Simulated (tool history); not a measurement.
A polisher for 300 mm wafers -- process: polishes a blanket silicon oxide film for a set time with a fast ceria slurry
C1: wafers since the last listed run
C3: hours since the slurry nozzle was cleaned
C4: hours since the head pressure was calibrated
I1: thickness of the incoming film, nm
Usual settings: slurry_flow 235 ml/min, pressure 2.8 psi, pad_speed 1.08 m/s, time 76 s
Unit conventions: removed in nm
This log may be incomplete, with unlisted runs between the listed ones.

run 1 hour=0.0 | slurry_flow=235 pressure=2.8 pad_speed=1.08 time=76 | C1=0 wafers_polished_on_this_pad=373 C3=285.2 C4=743.8 | I1=3681.9 | removed=1116.4
run 2 hour=17.7 | slurry_flow=235 pressure=2.8 pad_speed=1.08 time=76 | C1=152 wafers_polished_on_this_pad=525 C3=302.9 C4=761.5 | I1=3687.4 | removed=1129.2
run 3 hour=43.5 | slurry_flow=235 pressure=2.8 pad_speed=0.82 time=76 | C1=221 wafers_polished_on_this_pad=747 C3=328.7 C4=787.3 | I1=3688.6 | removed=821.6
-- hour=71.2 worn pad replaced by a new one
run 4 hour=77.4 | slurry_flow=235 pressure=2.8 pad_speed=0.82 time=76 | C1=257 wafers_polished_on_this_pad=53 C3=362.6 C4=821.2 | I1=3705.8 | removed=880.0
run 5 hour=108.7 | slurry_flow=235 pressure=2.8 pad_speed=1.08 time=76 | C1=269 wafers_polished_on_this_pad=322 C3=393.9 C4=852.5 | I1=3633.4 | removed=1140.7
-- hour=185.8 worn pad replaced by a new one
run 6 hour=196.2 | slurry_flow=235 pressure=2.8 pad_speed=1.08 time=76 | C1=718 wafers_polished_on_this_pad=89 C3=481.4 C4=940.0 | I1=3724.1 | removed=1150.3
run 7 hour=228.5 | slurry_flow=235 pressure=2.8 pad_speed=1.08 time=76 | C1=277 wafers_polished_on_this_pad=367 C3=513.7 C4=972.3 | I1=3640.1 | removed=1146.3
run 8 hour=245.5 | slurry_flow=235 pressure=2.8 pad_speed=1.08 time=76 | C1=146 wafers_polished_on_this_pad=513 C3=530.7 C4=989.3 | I1=3762.5 | removed=1112.1
run 9 hour=279.0 | slurry_flow=235 pressure=2.8 pad_speed=1.08 time=76 | C1=288 wafers_polished_on_this_pad=801 C3=564.2 C4=1022.8 | I1=3650.0 | removed=1076.9
-- hour=294.7 worn pad replaced by a new one
run 10 hour=300.7 | slurry_flow=235 pressure=2.8 pad_speed=1.08 time=76 | C1=152 wafers_polished_on_this_pad=51 C3=585.9 C4=1044.5 | I1=3691.5 | removed=1161.8
run 11 hour=332.3 | slurry_flow=235 pressure=2.8 pad_speed=1.08 time=76 | C1=271 wafers_polished_on_this_pad=323 C3=617.5 C4=1076.1 | I1=3721.7 | removed=1150.0
run 12 hour=355.2 | slurry_flow=235 pressure=2.8 pad_speed=1.08 time=76 | C1=197 wafers_polished_on_this_pad=520 C3=640.4 C4=1099.0 | I1=3714.6 | removed=1123.6
-- hour=370.6 head pressure recalibrated
run 13 hour=378.5 | slurry_flow=275 pressure=2.2 pad_speed=1.38 time=97 | C1=183 wafers_polished_on_this_pad=703 C3=663.7 C4=7.9 | I1=3617.2 | removed=1556.7
-- hour=388.1 slurry nozzle cleaned
run 14 hour=392.5 | slurry_flow=280 pressure=2.8 pad_speed=1.08 time=76 | C1=111 wafers_polished_on_this_pad=815 C3=4.4 C4=21.9 | I1=3675.9 | removed=1113.0
-- hour=411.0 worn pad replaced by a new one
run 15 hour=413.0 | slurry_flow=235 pressure=2.8 pad_speed=1.36 time=76 | C1=141 wafers_polished_on_this_pad=16 C3=24.9 C4=42.4 | I1=3646.8 | removed=1476.4
run 16 hour=445.7 | slurry_flow=235 pressure=2.3 pad_speed=1.08 time=76 | C1=281 wafers_polished_on_this_pad=298 C3=57.6 C4=75.1 | I1=3719.8 | removed=995.1
run 17 hour=467.3 | slurry_flow=235 pressure=2.8 pad_speed=1.08 time=76 | C1=185 wafers_polished_on_this_pad=484 C3=79.2 C4=96.7 | I1=3746.4 | removed=1118.7
run 18 hour=483.4 | slurry_flow=200 pressure=2.5 pad_speed=1.46 time=76 | C1=138 wafers_polished_on_this_pad=622 C3=95.3 C4=112.8 | I1=3641.7 | removed=1325.8
run 19 hour=501.9 | slurry_flow=235 pressure=2.8 pad_speed=0.82 time=76 | C1=159 wafers_polished_on_this_pad=781 C3=113.8 C4=131.3 | I1=3705.3 | removed=831.5
run 20 hour=519.8 | slurry_flow=210 pressure=2.8 pad_speed=1.08 time=54 | C1=154 wafers_polished_on_this_pad=935 C3=131.7 C4=149.2 | I1=3683.9 | removed=754.8
run 21 hour=544.2 | slurry_flow=265 pressure=3.7 pad_speed=1.22 time=103 | C1=209 wafers_polished_on_this_pad=1145 C3=156.1 C4=173.6 | I1=3661.4 | removed=1985.5
-- hour=552.5 worn pad replaced by a new one
run 22 hour=571.3 | slurry_flow=235 pressure=2.8 pad_speed=1.08 time=76 | C1=198 wafers_polished_on_this_pad=161 C3=183.2 C4=200.7 | I1=3658.1 | removed=1152.0
run 23 hour=594.0 | slurry_flow=285 pressure=2.8 pad_speed=1.08 time=96 | C1=195 wafers_polished_on_this_pad=357 C3=205.9 C4=223.4 | I1=3739.9 | removed=1486.5
run 24 hour=615.0 | slurry_flow=235 pressure=2.8 pad_speed=1.08 time=76 | C1=180 wafers_polished_on_this_pad=537 C3=226.9 C4=244.4 | I1=3660.0 | removed=1101.7

Here are 4 independent what-if runs from the current tool condition. What would each one return?
run A hour=615.4 | slurry_flow=235 pressure=2.8 pad_speed=1.08 time=76 | C1=3 wafers_polished_on_this_pad=541 C3=227.3 C4=244.8 | I1=3741.1 | removed=?
run B hour=615.4 | slurry_flow=215 pressure=3.4 pad_speed=1.38 time=76 | C1=3 wafers_polished_on_this_pad=541 C3=227.3 C4=244.8 | I1=3741.1 | removed=?
run C hour=615.4 | slurry_flow=235 pressure=2.8 pad_speed=0.88 time=76 | C1=3 wafers_polished_on_this_pad=541 C3=227.3 C4=244.8 | I1=3741.1 | removed=?
run D hour=615.4 | slurry_flow=235 pressure=1.9 pad_speed=0.70 time=76 | C1=3 wafers_polished_on_this_pad=541 C3=227.3 C4=244.8 | I1=3741.1 | removed=?

run=A removed=1142.9
run=B removed=1660.5
run=C removed=931.2
run=D removed=573.7
Stripped of hidden state, with their random variation kept, the same runs would have yielded:
run=A removed=1195.3
run=B removed=1736.7
run=C removed=974.0
run=D removed=600.1
